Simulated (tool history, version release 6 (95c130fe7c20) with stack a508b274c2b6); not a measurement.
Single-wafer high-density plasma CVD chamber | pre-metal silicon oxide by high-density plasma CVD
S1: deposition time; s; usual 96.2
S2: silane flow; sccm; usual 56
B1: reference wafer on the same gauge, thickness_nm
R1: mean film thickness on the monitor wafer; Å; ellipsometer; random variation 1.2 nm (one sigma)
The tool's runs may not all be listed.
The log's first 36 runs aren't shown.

run 37 day=19.117 | S1=96.2 S2=56 | B1=495.981 | R1=5315.25
run 38 day=19.829 | S1=96.2 S2=56 | B1=496.102 | R1=5337.16
run 39 day=20.229 | S1=96.2 S2=56 | B1=495.790 | R1=5324.04
run 40 day=20.633 | S1=96.2 S2=56 | B1=495.730 | R1=5330.82
run 41 day=21.296 | S1=88.4 S2=64 | B1=496.137 | R1=5597.90
run 42 day=21.617 | S1=90.0 S2=49 | B1=495.950 | R1=4369.01
run 43 day=21.954 | S1=96.2 S2=56 | B1=496.113 | R1=5303.26
run 44 day=22.562 | S1=96.2 S2=65 | B1=496.234 | R1=6220.88
run 45 day=23.054 | S1=96.2 S2=56 | B1=496.119 | R1=5332.29
run 46 day=23.862 | S1=89.9 S2=45 | B1=496.476 | R1=3999.92
run 47 day=24.400 | S1=85.7 S2=56 | B1=495.927 | R1=4757.73

4 ways to go on from here, each from the tool as it stands after run 47. What would each give?
run A day=24.417 | S1=96.2 S2=56 | B1=? | R1=?
run B day=24.417 | S1=103.5 S2=48 | B1=? | R1=?
run C day=24.417 | S1=83.5 S2=56 | B1=? | R1=?
run D day=24.417 | S1=109.0 S2=45 | B1=? | R1=?

run=A B1=496.040 R1=5323.88
run=B B1=496.040 R1=4909.61
run=C B1=496.040 R1=4621.04
run=D B1=496.040 R1=4847.35
Without the tool's hidden state the same runs would have given:
run=A R1=5265.92
run=B R1=4856.16
run=C R1=4570.73
run=D R1=4794.58
